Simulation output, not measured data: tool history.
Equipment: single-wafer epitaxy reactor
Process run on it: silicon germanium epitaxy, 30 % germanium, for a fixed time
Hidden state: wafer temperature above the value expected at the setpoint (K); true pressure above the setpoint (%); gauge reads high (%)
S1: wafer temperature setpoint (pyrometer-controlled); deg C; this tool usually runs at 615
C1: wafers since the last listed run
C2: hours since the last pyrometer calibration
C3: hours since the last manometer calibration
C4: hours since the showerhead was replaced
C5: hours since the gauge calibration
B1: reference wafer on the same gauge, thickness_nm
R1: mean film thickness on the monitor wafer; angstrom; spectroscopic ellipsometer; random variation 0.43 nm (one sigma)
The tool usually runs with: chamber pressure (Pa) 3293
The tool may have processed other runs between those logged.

run 1 hour=0.0 | S1=615 chamber_pressure_(Pa)=3906 | C1=0 C2=1350.7 C3=1104.1 C4=5113.6 C5=1577.4 | B1=75.112 | R1=865.61
run 2 hour=38.5 | S1=615 chamber_pressure_(Pa)=3906 | C1=913 C2=1389.2 C3=1142.6 C4=5152.1 C5=1615.9 | B1=75.176 | R1=860.13
run 3 hour=89.7 | S1=615 chamber_pressure_(Pa)=3946 | C1=1214 C2=1440.4 C3=1193.8 C4=5203.3 C5=1667.1 | B1=75.239 | R1=875.09
-- hour=121.8 capacitance manometer re-zeroed and calibrated
run 4 hour=159.5 | S1=615 chamber_pressure_(Pa)=3946 | C1=1465 C2=1510.2 C3=37.7 C4=5273.1 C5=1736.9 | B1=75.070 | R1=866.60
run 5 hour=229.4 | S1=615 chamber_pressure_(Pa)=3293 | C1=1658 C2=1580.1 C3=107.6 C4=5343.0 C5=1806.8 | B1=75.214 | R1=779.64
run 6 hour=322.7 | S1=615 chamber_pressure_(Pa)=3293 | C1=2213 C2=1673.4 C3=200.9 C4=5436.3 C5=1900.1 | B1=75.157 | R1=788.27
run 7 hour=409.7 | S1=615 chamber_pressure_(Pa)=3293 | C1=2063 C2=1760.4 C3=287.9 C4=5523.3 C5=1987.1 | B1=75.221 | R1=776.34
run 8 hour=474.3 | S1=615 chamber_pressure_(Pa)=3293 | C1=1532 C2=1825.0 C3=352.5 C4=5587.9 C5=2051.7 | B1=75.263 | R1=775.46
run 9 hour=549.6 | S1=615 chamber_pressure_(Pa)=3293 | C1=1786 C2=1900.3 C3=427.8 C4=5663.2 C5=2127.0 | B1=75.287 | R1=776.57
run 10 hour=611.9 | S1=615 chamber_pressure_(Pa)=3293 | C1=1477 C2=1962.6 C3=490.1 C4=5725.5 C5=2189.3 | B1=75.305 | R1=780.09
run 11 hour=690.1 | S1=612 chamber_pressure_(Pa)=3293 | C1=1854 C2=2040.8 C3=568.3 C4=5803.7 C5=2267.5 | B1=75.177 | R1=739.87
run 12 hour=763.2 | S1=612 chamber_pressure_(Pa)=3293 | C1=1734 C2=2113.9 C3=641.4 C4=5876.8 C5=2340.6 | B1=75.260 | R1=739.28
run 13 hour=799.6 | S1=612 chamber_pressure_(Pa)=3293 | C1=863 C2=2150.3 C3=677.8 C4=5913.2 C5=2377.0 | B1=75.245 | R1=735.30
run 14 hour=848.9 | S1=615 chamber_pressure_(Pa)=3293 | C1=1169 C2=2199.6 C3=727.1 C4=5962.5 C5=2426.3 | B1=75.117 | R1=771.77
run 15 hour=888.8 | S1=615 chamber_pressure_(Pa)=3293 | C1=946 C2=2239.5 C3=767.0 C4=6002.4 C5=2466.2 | B1=75.270 | R1=769.35
run 16 hour=993.3 | S1=615 chamber_pressure_(Pa)=3293 | C1=2478 C2=2344.0 C3=871.5 C4=6106.9 C5=2570.7 | B1=75.208 | R1=771.40
run 17 hour=1091.8 | S1=609 chamber_pressure_(Pa)=2906 | C1=2336 C2=2442.5 C3=970.0 C4=6205.4 C5=2669.2 | B1=75.235 | R1=654.95
-- hour=1144.0 gauge calibrated
run 18 hour=1182.9 | S1=601 chamber_pressure_(Pa)=3546 | C1=2161 C2=2533.6 C3=1061.1 C4=6296.5 C5=38.9 | B1=75.094 | R1=636.00
run 19 hour=1231.4 | S1=610 chamber_pressure_(Pa)=3293 | C1=1150 C2=2582.1 C3=1109.6 C4=6345.0 C5=87.4 | B1=75.100 | R1=703.34
-- hour=1306.6 capacitance manometer re-zeroed and calibrated
run 20 hour=1315.1 | S1=615 chamber_pressure_(Pa)=3293 | C1=1795 C2=2665.8 C3=8.5 C4=6428.7 C5=171.1 | B1=75.169 | R1=769.18
run 21 hour=1404.0 | S1=607 chamber_pressure_(Pa)=2546 | C1=2108 C2=2754.7 C3=97.4 C4=6517.6 C5=260.0 | B1=75.232 | R1=580.17
run 22 hour=1469.6 | S1=615 chamber_pressure_(Pa)=3293 | C1=1556 C2=2820.3 C3=163.0 C4=6583.2 C5=325.6 | B1=75.293 | R1=762.59
-- hour=1560.5 pyrometer calibrated
run 23 hour=1561.0 | S1=615 chamber_pressure_(Pa)=3293 | C1=1978 C2=0.5 C3=254.4 C4=6674.6 C5=417.0 | B1=75.224 | R1=808.40
-- hour=1647.0 showerhead replaced
run 24 hour=1761.3 | S1=601 chamber_pressure_(Pa)=3080 | C1=4561 C2=200.8 C3=454.7 C4=114.3 C5=617.3 | B1=75.135 | R1=619.97
run 25 hour=1835.1 | S1=600 chamber_pressure_(Pa)=3706 | C1=1750 C2=274.6 C3=528.5 C4=188.1 C5=691.1 | B1=75.294 | R1=684.32
run 26 hour=1934.6 | S1=615 chamber_pressure_(Pa)=3666 | C1=2360 C2=374.1 C3=628.0 C4=287.6 C5=790.6 | B1=75.353 | R1=857.34
run 27 hour=2007.2 | S1=615 chamber_pressure_(Pa)=2586 | C1=1722 C2=446.7 C3=700.6 C4=360.2 C5=863.2 | B1=75.040 | R1=697.54
run 28 hour=2104.2 | S1=615 chamber_pressure_(Pa)=3293 | C1=2300 C2=543.7 C3=797.6 C4=457.2 C5=960.2 | B1=75.195 | R1=809.02
run 29 hour=2248.5 | S1=615 chamber_pressure_(Pa)=3293 | C1=3422 C2=688.0 C3=941.9 C4=601.5 C5=1104.5 | B1=75.152 | R1=807.82
run 30 hour=2357.9 | S1=615 chamber_pressure_(Pa)=2613 | C1=2595 C2=797.4 C3=1051.3 C4=710.9 C5=1213.9 | B1=75.247 | R1=702.34
run 31 hour=2452.6 | S1=615 chamber_pressure_(Pa)=3880 | C1=2246 C2=892.1 C3=1146.0 C4=805.6 C5=1308.6 | B1=75.158 | R1=868.59
run 32 hour=2540.0 | S1=615 chamber_pressure_(Pa)=2573 | C1=2073 C2=979.5 C3=1233.4 C4=893.0 C5=1396.0 | B1=75.200 | R1=690.83
-- hour=2558.8 capacitance manometer re-zeroed and calibrated
run 33 hour=2591.0 | S1=623 chamber_pressure_(Pa)=2626 | C1=1020 C2=1030.5 C3=32.2 C4=944.0 C5=1447.0 | B1=75.267 | R1=792.88
run 34 hour=2673.1 | S1=615 chamber_pressure_(Pa)=2760 | C1=1947 C2=1112.6 C3=114.3 C4=1026.1 C5=1529.1 | B1=75.180 | R1=713.52
run 35 hour=2748.5 | S1=615 chamber_pressure_(Pa)=2586 | C1=1788 C2=1188.0 C3=189.7 C4=1101.5 C5=1604.5 | B1=75.123 | R1=688.77
run 36 hour=2795.1 | S1=601 chamber_pressure_(Pa)=3546 | C1=1105 C2=1234.6 C3=236.3 C4=1148.1 C5=1651.1 | B1=75.186 | R1=661.60

Exercise: give the hidden state of the tool at every run:
true pressure above the setpoint (%): 0, the same for each run
gauge reads high (%): 0, the same for each run
H1: wafer temperature above the value expected at the setpoint (K)
run=1 H1=-1.98
run=2 H1=-2.03
run=3 H1=-2.11
run=4 H1=-2.21
run=5 H1=-2.31
run=6 H1=-2.45
run=7 H1=-2.58
run=8 H1=-2.67
run=9 H1=-2.78
run=10 H1=-2.88
run=11 H1=-2.99
run=12 H1=-3.1
run=13 H1=-3.15
run=14 H1=-3.22
run=15 H1=-3.28
run=16 H1=-3.44
run=17 H1=-3.58
run=18 H1=-3.71
run=19 H1=-3.78
run=20 H1=-3.91
run=21 H1=-4.04
run=22 H1=-4.13
run=23 H1=0.0782
run=24 H1=-0.216
run=25 H1=-0.324
run=26 H1=-0.47
run=27 H1=-0.577
run=28 H1=-0.719
run=29 H1=-0.931
run=30 H1=-1.09
run=31 H1=-1.23
run=32 H1=-1.36
run=33 H1=-1.43
run=34 H1=-1.55
run=35 H1=-1.67
run=36 H1=-1.73
